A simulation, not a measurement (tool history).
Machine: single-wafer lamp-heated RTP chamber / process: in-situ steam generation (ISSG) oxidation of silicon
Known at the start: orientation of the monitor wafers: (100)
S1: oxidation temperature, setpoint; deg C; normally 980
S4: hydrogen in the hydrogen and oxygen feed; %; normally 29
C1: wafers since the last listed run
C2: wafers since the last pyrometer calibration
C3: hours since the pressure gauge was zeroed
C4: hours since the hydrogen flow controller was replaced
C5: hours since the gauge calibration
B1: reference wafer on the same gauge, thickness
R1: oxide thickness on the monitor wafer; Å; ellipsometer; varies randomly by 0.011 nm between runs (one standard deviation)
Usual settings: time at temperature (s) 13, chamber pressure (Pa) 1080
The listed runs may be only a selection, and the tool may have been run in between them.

run 1 hour=0 | S1=980 time_at_temperature_(s)=13 chamber_pressure_(Pa)=1080 S4=29 | C1=0 C2=453 C3=2873.6 C4=4627.1 C5=222.7 | B1=3.98 | R1=47.29
run 2 hour=25 | S1=980 time_at_temperature_(s)=13 chamber_pressure_(Pa)=1080 S4=29 | C1=180 C2=633 C3=2898.6 C4=4652.1 C5=247.7 | B1=3.983 | R1=47.52
run 3 hour=55.7 | S1=980 time_at_temperature_(s)=13 chamber_pressure_(Pa)=1080 S4=29 | C1=221 C2=855 C3=2929.3 C4=4682.8 C5=278.4 | B1=3.977 | R1=47.42
run 4 hour=76.6 | S1=980 time_at_temperature_(s)=13 chamber_pressure_(Pa)=1080 S4=29 | C1=150 C2=1006 C3=2950.2 C4=4703.7 C5=299.3 | B1=3.982 | R1=47.53
run 5 hour=111.9 | S1=980 time_at_temperature_(s)=15 chamber_pressure_(Pa)=1080 S4=29 | C1=254 C2=1261 C3=2985.5 C4=4739 C5=334.6 | B1=3.979 | R1=50.28
run 6 hour=127.8 | S1=980 time_at_temperature_(s)=15 chamber_pressure_(Pa)=1080 S4=29 | C1=114 C2=1376 C3=3001.4 C4=4754.9 C5=350.5 | B1=3.98 | R1=50.25
run 7 hour=160.4 | S1=980 time_at_temperature_(s)=13 chamber_pressure_(Pa)=1080 S4=29 | C1=235 C2=1611 C3=3034 C4=4787.5 C5=383.1 | B1=3.978 | R1=47.57
run 8 hour=178.2 | S1=980 time_at_temperature_(s)=13 chamber_pressure_(Pa)=1160 S4=29 | C1=128 C2=1740 C3=3051.8 C4=4805.3 C5=400.9 | B1=3.981 | R1=47.28
-- hour=192.8 pressure gauge zeroed
-- hour=267.5 pyrometer window cleaned and pyrometer calibrated
run 9 hour=276.8 | S1=989 time_at_temperature_(s)=13 chamber_pressure_(Pa)=1027 S4=29 | C1=596 C2=66 C3=84 C4=4903.9 C5=499.5 | B1=3.981 | R1=48.79
run 10 hour=295.6 | S1=980 time_at_temperature_(s)=13 chamber_pressure_(Pa)=1080 S4=29 | C1=135 C2=202 C3=102.8 C4=4922.7 C5=518.3 | B1=3.98 | R1=47.46
-- hour=329 hydrogen flow controller replaced
run 11 hour=331.3 | S1=980 time_at_temperature_(s)=13 chamber_pressure_(Pa)=1080 S4=29 | C1=199 C2=402 C3=138.5 C4=2.3 C5=554 | B1=3.981 | R1=47.42
run 12 hour=352.6 | S1=980 time_at_temperature_(s)=13 chamber_pressure_(Pa)=1080 S4=29 | C1=153 C2=556 C3=159.8 C4=23.6 C5=575.3 | B1=3.98 | R1=47.55
run 13 hour=369.4 | S1=980 time_at_temperature_(s)=13 chamber_pressure_(Pa)=1080 S4=29 | C1=121 C2=677 C3=176.6 C4=40.4 C5=592.1 | B1=3.981 | R1=47.45
run 14 hour=392.2 | S1=980 time_at_temperature_(s)=13 chamber_pressure_(Pa)=1080 S4=29 | C1=164 C2=842 C3=199.4 C4=63.2 C5=614.9 | B1=3.98 | R1=47.51
run 15 hour=409.1 | S1=980 time_at_temperature_(s)=13 chamber_pressure_(Pa)=1080 S4=29 | C1=122 C2=964 C3=216.3 C4=80.1 C5=631.8 | B1=3.98 | R1=47.56
run 16 hour=426.1 | S1=980 time_at_temperature_(s)=13 chamber_pressure_(Pa)=1080 S4=29 | C1=122 C2=1087 C3=233.3 C4=97.1 C5=648.8 | B1=3.978 | R1=47.58
run 17 hour=439 | S1=980 time_at_temperature_(s)=13 chamber_pressure_(Pa)=1080 S4=29 | C1=93 C2=1180 C3=246.2 C4=110 C5=661.7 | B1=3.98 | R1=47.47
run 18 hour=461.5 | S1=997 time_at_temperature_(s)=13 chamber_pressure_(Pa)=1200 S4=24 | C1=162 C2=1342 C3=268.7 C4=132.5 C5=684.2 | B1=3.981 | R1=47.58
run 19 hour=479.4 | S1=980 time_at_temperature_(s)=13 chamber_pressure_(Pa)=1080 S4=29 | C1=129 C2=1471 C3=286.6 C4=150.4 C5=702.1 | B1=3.977 | R1=47.63
run 20 hour=501.1 | S1=980 time_at_temperature_(s)=17 chamber_pressure_(Pa)=1080 S4=32 | C1=156 C2=1628 C3=308.3 C4=172.1 C5=723.8 | B1=3.979 | R1=55.03
run 21 hour=534 | S1=968 time_at_temperature_(s)=8 chamber_pressure_(Pa)=1080 S4=26 | C1=237 C2=1866 C3=341.2 C4=205 C5=756.7 | B1=3.981 | R1=37.24
-- hour=545.3 gauge calibrated
run 22 hour=562.7 | S1=980 time_at_temperature_(s)=13 chamber_pressure_(Pa)=1080 S4=23 | C1=207 C2=2073 C3=369.9 C4=233.7 C5=17.4 | B1=3.981 | R1=45.08
-- hour=585.1 pyrometer window cleaned and pyrometer calibrated
run 23 hour=585.6 | S1=980 time_at_temperature_(s)=8 chamber_pressure_(Pa)=960 S4=32 | C1=107 C2=3 C3=392.8 C4=256.6 C5=40.3 | B1=3.981 | R1=40.64
run 24 hour=616.4 | S1=993 time_at_temperature_(s)=13 chamber_pressure_(Pa)=1080 S4=29 | C1=222 C2=225 C3=423.6 C4=287.4 C5=71.1 | B1=3.979 | R1=49.48
run 25 hour=636.4 | S1=980 time_at_temperature_(s)=13 chamber_pressure_(Pa)=960 S4=20 | C1=144 C2=370 C3=443.6 C4=307.4 C5=91.1 | B1=3.977 | R1=43.02
run 26 hour=655.1 | S1=980 time_at_temperature_(s)=16 chamber_pressure_(Pa)=1080 S4=29 | C1=135 C2=505 C3=462.3 C4=326.1 C5=109.8 | B1=3.98 | R1=51.39
run 27 hour=674.7 | S1=980 time_at_temperature_(s)=13 chamber_pressure_(Pa)=1080 S4=29 | C1=141 C2=646 C3=481.9 C4=345.7 C5=129.4 | B1=3.98 | R1=47.35
run 28 hour=707 | S1=964 time_at_temperature_(s)=16 chamber_pressure_(Pa)=1080 S4=29 | C1=233 C2=880 C3=514.2 C4=378 C5=161.7 | B1=3.981 | R1=48.99
run 29 hour=724.7 | S1=962 time_at_temperature_(s)=13 chamber_pressure_(Pa)=1080 S4=22 | C1=127 C2=1007 C3=531.9 C4=395.7 C5=179.4 | B1=3.982 | R1=41.8
run 30 hour=746.4 | S1=993 time_at_temperature_(s)=14 chamber_pressure_(Pa)=920 S4=23 | C1=156 C2=1164 C3=553.6 C4=417.4 C5=201.1 | B1=3.98 | R1=47.71
run 31 hour=770.1 | S1=980 time_at_temperature_(s)=10 chamber_pressure_(Pa)=1200 S4=29 | C1=171 C2=1335 C3=577.3 C4=441.1 C5=224.8 | B1=3.98 | R1=42.36

Hidden condition of the tool, last listed run before each entry between runs versus first listed run after:
After run 8, before run 9: pressure gauge zeroed (hour 192.8); pyrometer window cleaned and pyrometer calibrated (hour 267.5)
  true wafer temperature minus pyrometer reading, K: 2.91 -> 0.654
  measured minus no-state result, R1: +0.43 -> +0.1 Å
After run 10, before run 11: hydrogen flow controller replaced (hour 329)
  true wafer temperature minus pyrometer reading, K: 0.686 -> 0.834
  measured minus no-state result, R1: +0.1 -> +0.13 Å
After run 21, before run 22: gauge calibrated (hour 545.3)
  true wafer temperature minus pyrometer reading, K: 3.86 -> 4.58
  measured minus no-state result, R1: +0.33 -> +0.65 Å
After run 22, before run 23: pyrometer window cleaned and pyrometer calibrated (hour 585.1)
  true wafer temperature minus pyrometer reading, K: 4.58 -> 0.192
  measured minus no-state result, R1: +0.65 -> +0.02 Å
